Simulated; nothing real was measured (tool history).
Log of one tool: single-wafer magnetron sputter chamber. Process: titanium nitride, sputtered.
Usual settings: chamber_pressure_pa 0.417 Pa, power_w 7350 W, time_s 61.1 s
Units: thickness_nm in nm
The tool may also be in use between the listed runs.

run,hour,chamber_pressure_pa,power_w,time_s,"read-back reference wafer on the same gauge, thickness_nm",thickness_nm
1,0,0.417,7350,61.1,80.555,75
# hour 33.4: sputter target and shields replaced
2,33.9,0.417,7350,61.1,80.601,75.994
3,62.2,0.417,7350,61.1,80.586,75.742
4,96.3,0.417,6350,61.1,80.553,68.375
5,110.6,0.417,6350,61.1,80.532,68.524
6,146.5,0.417,6350,61.1,80.592,67.903
7,173.9,0.417,7350,67.6,80.621,83.215
8,276.6,0.417,7350,61.1,80.619,75.269
# hour 291.9: sputter target and shields replaced
9,308.6,0.417,7350,61.1,80.625,76.038
10,325.4,0.417,7350,61.1,80.638,75.96
11,340.2,0.417,7350,61.1,80.608,75.51
# hour 370.9: capacitance manometer re-zeroed and calibrated
12,440.3,0.417,7350,61.1,80.63,75.211
13,476.3,0.417,7350,61.1,80.577,75.342
# hour 483.4: gauge calibrated
14,508.9,0.417,7350,61.1,80.618,75.176
15,534.3,0.417,7350,61.1,80.627,75.223
# hour 548.6: sputter target and shields replaced
16,563.6,0.417,7350,61.1,80.594,76.053
17,579.3,0.417,7350,61.1,80.623,75.448
18,606.7,0.417,7350,53.7,80.602,66.27
19,640.5,0.417,7350,61.1,80.558,75.57
# hour 662.1: magnet pack replaced
20,667.8,0.417,8300,61.1,80.668,82.596
21,688.2,0.296,8800,72.1,80.585,105.242
22,722.3,0.576,7350,61.1,80.604,71.746
23,745.9,0.417,7350,61.1,80.59,75.087
24,771.2,0.329,7350,71.5,80.61,90.328
25,800.9,0.264,8200,66.1,80.587,92.353
# hour 815.6: sputter target and shields replaced
26,836.5,0.417,8150,55.4,80.617,73.846
27,870.4,0.417,6350,61.1,80.59,68.406
28,894.3,0.292,8600,49.1,80.56,70.318
29,929,0.417,7350,61.1,80.616,75.405
30,955.4,0.289,7350,52.6,80.599,67.245
31,998.9,0.545,7350,61.1,80.58,71.943
32,1024.6,0.417,7350,70.4,80.596,86.69
33,1052.8,0.417,7350,69.6,80.604,85.685
34,1073.4,0.417,7350,54,80.608,66.53

Forecast each of these 5 alternatives for the next run:
A,1073.8,0.417,7350,61.1,?,?
B,1073.8,0.361,5700,67.4,?,?
C,1073.8,0.548,5900,69.2,?,?
D,1073.8,0.527,9050,50.2,?,?
E,1073.8,0.265,8700,49.7,?,?

run,"read-back reference wafer on the same gauge, thickness_nm",thickness_nm
A,80.651,75.198
B,80.651,71.109
C,80.651,70.551
D,80.651,69.449
E,80.651,72.333
Without the tool's hidden state the same runs would have given:
run,thickness_nm
A,76.118
B,71.978
C,71.413
D,70.298
E,73.218
